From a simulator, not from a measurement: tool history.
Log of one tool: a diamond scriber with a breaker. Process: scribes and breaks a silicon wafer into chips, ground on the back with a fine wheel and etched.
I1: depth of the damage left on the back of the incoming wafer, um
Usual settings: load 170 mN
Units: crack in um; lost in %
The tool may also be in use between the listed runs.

{"run": 1, "hour": 0.0, "load": 149, "I1": 0.48, "crack": 11.68, "lost": 11.6}
{"hour": 53.7, "done": "diamond tip replaced by a new one"}
{"run": 2, "hour": 70.3, "load": 170, "I1": 0.51, "crack": 14.6, "lost": 1.61}
{"run": 3, "hour": 100.2, "load": 170, "I1": 0.45, "crack": 14.09, "lost": 1.45}
{"run": 4, "hour": 161.6, "load": 170, "I1": 0.79, "crack": 13.55, "lost": 1.35}
{"run": 5, "hour": 211.0, "load": 170, "I1": 0.44, "crack": 13.84, "lost": 1.56}
{"run": 6, "hour": 268.9, "load": 170, "I1": 0.74, "crack": 13.88, "lost": 1.42}
{"run": 7, "hour": 336.9, "load": 170, "I1": 0.68, "crack": 13.59, "lost": 1.61}
{"run": 8, "hour": 363.1, "load": 170, "I1": 0.75, "crack": 13.57, "lost": 1.54}
{"run": 9, "hour": 424.2, "load": 170, "I1": 0.53, "crack": 13.75, "lost": 1.69}
{"run": 10, "hour": 449.9, "load": 197, "I1": 0.55, "crack": 15.23, "lost": 3.7}
{"hour": 500.1, "done": "load on the tip recalibrated"}
{"run": 11, "hour": 510.4, "load": 197, "I1": 0.77, "crack": 13.47, "lost": 1.69}
{"run": 12, "hour": 534.6, "load": 197, "I1": 0.33, "crack": 13.44, "lost": 1.7}
{"run": 13, "hour": 574.8, "load": 170, "I1": 0.72, "crack": 12.24, "lost": 6.71}
{"hour": 601.8, "done": "diamond tip replaced by a new one"}
{"run": 14, "hour": 611.0, "load": 170, "I1": 0.71, "crack": 14.11, "lost": 1.49}
{"run": 15, "hour": 652.2, "load": 202, "I1": 0.38, "crack": 15.63, "lost": 6.01}
{"run": 16, "hour": 707.3, "load": 189, "I1": 0.44, "crack": 14.94, "lost": 2.5}
{"run": 17, "hour": 770.1, "load": 170, "I1": 0.78, "crack": 13.28, "lost": 1.81}
{"run": 18, "hour": 824.1, "load": 213, "I1": 0.46, "crack": 15.97, "lost": 7.11}
{"run": 19, "hour": 860.6, "load": 170, "I1": 0.54, "crack": 13.57, "lost": 1.77}
{"run": 20, "hour": 900.1, "load": 170, "I1": 0.74, "crack": 13.43, "lost": 1.83}
{"run": 21, "hour": 971.7, "load": 206, "I1": 0.71, "crack": 15.57, "lost": 5.17}
{"run": 22, "hour": 1009.0, "load": 149, "I1": 0.52, "crack": 12.42, "lost": 7.45}
{"run": 23, "hour": 1038.2, "load": 139, "I1": 0.4, "crack": 11.35, "lost": 12.25}
{"run": 24, "hour": 1071.2, "load": 147, "I1": 0.51, "crack": 12.21, "lost": 7.43}
{"run": 25, "hour": 1116.1, "load": 186, "I1": 0.32, "crack": 14.74, "lost": 2.22}
{"hour": 1124.5, "done": "load on the tip recalibrated"}
{"hour": 1152.0, "done": "diamond tip replaced by a new one"}
{"run": 26, "hour": 1185.2, "load": 210, "I1": 0.42, "crack": 16.36, "lost": 9.21}
{"run": 27, "hour": 1247.6, "load": 132, "I1": 0.72, "crack": 11.2, "lost": 16.14}
{"run": 28, "hour": 1305.2, "load": 139, "I1": 0.55, "crack": 11.74, "lost": 13.25}

Forecast each of these 3 alternatives for the next run:
{"run": "A", "hour": 1305.8, "load": 185, "I1": 0.43, "crack": "?", "lost": "?"}
{"run": "B", "hour": 1305.8, "load": 200, "I1": 0.43, "crack": "?", "lost": "?"}
{"run": "C", "hour": 1305.8, "load": 133, "I1": 0.43, "crack": "?", "lost": "?"}

run=A crack=14.54 lost=1.73
run=B crack=15.48 lost=4.04
run=C crack=11.02 lost=17.13
Without the tool's hidden state the same runs would have given:
run=A crack=15.06 lost=2.75
run=B crack=16.03 lost=6.25
run=C crack=11.41 lost=13.20
